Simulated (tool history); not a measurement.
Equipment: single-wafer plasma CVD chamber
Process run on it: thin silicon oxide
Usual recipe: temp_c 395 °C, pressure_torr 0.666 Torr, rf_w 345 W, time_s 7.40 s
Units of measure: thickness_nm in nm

run    hour  temp_c  pressure_torr  rf_w  time_s  wafers since the last listed run  hours since the last thermocouple change  hours since the last RF generator calibration  hours since the last manometer calibration  hours since the showerhead was replaced  hours since the gauge calibration  read-back reference wafer on the same gauge, thickness_nm  thickness_nm
  1     0.0     395          0.666   370    7.40                                 0                                    1024.2                                         1445.3                                      1551.3                                   5302.1                             1224.1                                                     12.601        11.757
  2    37.8     395          0.666   345    7.40                               618                                    1062.0                                         1483.1                                      1589.1                                   5339.9                             1261.9                                                     12.606        11.235
  3   118.9     395          0.666   400    7.40                              1326                                    1143.1                                         1564.2                                      1670.2                                   5421.0                             1343.0                                                     12.601        12.026
  4   161.9     395          0.666   400    7.40                               703                                    1186.1                                         1607.2                                      1713.2                                   5464.0                             1386.0                                                     12.586        12.032
      220.7  -- thermocouple changed; heater temperature recalibrated
  5   226.8     395          0.666   345    6.57                               930                                       6.1                                         1672.1                                      1778.1                                   5528.9                             1450.9                                                     12.591        10.119
  6   263.3     395          0.666   345    6.57                               597                                      42.6                                         1708.6                                      1814.6                                   5565.4                             1487.4                                                     12.608        10.162
  7   308.0     395          0.666   300    7.86                               731                                      87.3                                         1753.3                                      1859.3                                   5610.1                             1532.1                                                     12.596        11.375
  8   392.0     395          0.790   345    7.40                              1374                                     171.3                                         1837.3                                      1943.3                                   5694.1                             1616.1                                                     12.589        13.177
  9   488.3     395          0.790   345    7.40                              1575                                     267.6                                         1933.6                                      2039.6                                   5790.4                             1712.4                                                     12.583        13.254
 10   550.7     395          0.666   345    7.40                              1020                                     330.0                                         1996.0                                      2102.0                                   5852.8                             1774.8                                                     12.594        11.293
 11   638.7     395          0.666   345    7.40                              1439                                     418.0                                         2084.0                                      2190.0                                   5940.8                             1862.8                                                     12.611        11.189
      655.0  -- gauge calibrated
 12   714.1     395          0.666   345    7.40                              1233                                     493.4                                         2159.4                                      2265.4                                   6016.2                               59.1                                                     12.583        11.367
 13   768.6     395          0.666   345    7.40                               891                                     547.9                                         2213.9                                      2319.9                                   6070.7                              113.6                                                     12.605        11.306
      814.7  -- capacitance manometer re-zeroed and calibrated
      823.4  -- RF generator calibrated
 14   858.7     395          0.666   345    8.81                              1212                                     638.0                                           35.3                                        44.0                                   6160.8                              203.7                                                     12.591        13.604
 15   930.5     395          0.666   345    7.40                              1174                                     709.8                                          107.1                                       115.8                                   6232.6                              275.5                                                     12.602        11.617
 16  1033.1     395          0.666   345    7.40                              1678                                     812.4                                          209.7                                       218.4                                   6335.2                              378.1                                                     12.615        11.605
 17  1076.4     395          0.666   345    8.13                               708                                     855.7                                          253.0                                       261.7                                   6378.5                              421.4                                                     12.594        12.634
     1146.1  -- showerhead replaced
 18  1167.0     404          0.666   345    8.81                              1351                                     946.3                                          343.6                                       352.3                                     20.9                              512.0                                                     12.574        13.709
 19  1268.2     387          0.573   345    7.40                              1655                                    1047.5                                          444.8                                       453.5                                    122.1                              613.2                                                     12.591        10.009
 20  1331.8     395          0.666   345    8.55                              1040                                    1111.1                                          508.4                                       517.1                                    185.7                              676.8                                                     12.620        13.338
 21  1405.5     395          0.519   380    7.40                              1205                                    1184.8                                          582.1                                       590.8                                    259.4                              750.5                                                     12.583         9.315
     1465.0  -- thermocouple changed; heater temperature recalibrated
 22  1509.4     389          0.666   345    8.82                              1568                                      44.4                                          686.0                                       694.7                                    363.3                              854.4                                                     12.583        13.687
 23  1609.9     395          0.666   345    6.37                              1644                                     144.9                                          786.5                                       795.2                                    463.8                              954.9                                                     12.594         9.943
 24  1655.4     381          0.751   315    7.40                               744                                     190.4                                          832.0                                       840.7                                    509.3                             1000.4                                                     12.626        12.516
 25  1727.8     395          0.666   290    7.40                              1184                                     262.8                                          904.4                                       913.1                                    581.7                             1072.8                                                     12.599        10.667
 26  1783.9     391          0.666   345    7.40                               917                                     318.9                                          960.5                                       969.2                                    637.8                             1128.9                                                     12.587        11.506
 27  1885.1     395          0.666   345    7.40                              1655                                     420.1                                         1061.7                                      1070.4                                    739.0                             1230.1                                                     12.588        11.475
 28  1963.2     407          0.540   275    6.28                              1277                                     498.2                                         1139.8                                      1148.5                                    817.1                             1308.2                                                     12.586         7.129
 29  2010.7     384          0.666   345    7.40                               777                                     545.7                                         1187.3                                      1196.0                                    864.6                             1355.7                                                     12.611        11.436

Each row is a separate what-if for the run after 29, all from the same tool condition, not one after another. Results?
  A  2011.1     395          0.666   345    7.40                                 6                                     546.1                                         1187.7                                      1196.4                                    865.0                             1356.1                                                          ?             ?
  B  2011.1     382          0.666   405    7.40                                 6                                     546.1                                         1187.7                                      1196.4                                    865.0                             1356.1                                                          ?             ?
  C  2011.1     395          0.568   345    8.56                                 6                                     546.1                                         1187.7                                      1196.4                                    865.0                             1356.1                                                          ?             ?

run  read-back reference wafer on the same gauge, thickness_nm  thickness_nm
  A                                                     12.602        11.497
  B                                                     12.602        12.321
  C                                                     12.602        11.340
With no hidden state in the tool, these same runs would have given:
run  thickness_nm
  A        11.660
  B        12.479
  C        11.500

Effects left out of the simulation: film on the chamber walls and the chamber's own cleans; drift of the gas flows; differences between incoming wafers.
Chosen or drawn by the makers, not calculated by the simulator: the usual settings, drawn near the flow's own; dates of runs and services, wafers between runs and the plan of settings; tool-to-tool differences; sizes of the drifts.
